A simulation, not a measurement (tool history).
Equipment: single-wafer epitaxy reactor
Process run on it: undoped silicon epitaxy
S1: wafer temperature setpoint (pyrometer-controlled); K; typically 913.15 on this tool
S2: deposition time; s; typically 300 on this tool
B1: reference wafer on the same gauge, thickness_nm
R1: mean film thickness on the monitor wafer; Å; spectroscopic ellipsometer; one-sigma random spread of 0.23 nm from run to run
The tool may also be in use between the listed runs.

run,hour,S1,S2,B1,R1
1,0,913.15,300,42.901,378.97
2,21.9,913.15,300,42.844,379.77
3,40.7,913.15,300,42.965,379.59
4,73.8,913.15,300,42.883,381.73
5,87.3,913.15,300,42.921,376.77
6,114.4,913.15,272,42.947,344.66
7,134.7,913.15,300,42.927,380.37
8,151.5,904.15,282,42.897,281.07
# hour 185.5: gauge calibrated
# hour 205.7: pyrometer calibrated
9,255.7,909.15,253,42.874,319.87
10,284.2,913.15,300,42.868,414.57
11,318.6,904.15,253,42.98,273.67
12,352,913.15,300,42.794,407.36
13,374.5,913.15,300,42.86,406.58
14,389.5,924.15,255,42.898,451.02
15,413.8,900.15,252,42.909,241.34

Forecast each of these 3 alternatives for the next run:
A,414.3,909.15,300,?,?
B,414.3,903.15,300,?,?
C,414.3,923.15,276,?,?

run,B1,R1
A,42.867,362.46
B,42.867,310.11
C,42.867,475.57
Without the tool's hidden state the same runs would have given:
run,R1
A,386.58
B,331.07
C,506.1

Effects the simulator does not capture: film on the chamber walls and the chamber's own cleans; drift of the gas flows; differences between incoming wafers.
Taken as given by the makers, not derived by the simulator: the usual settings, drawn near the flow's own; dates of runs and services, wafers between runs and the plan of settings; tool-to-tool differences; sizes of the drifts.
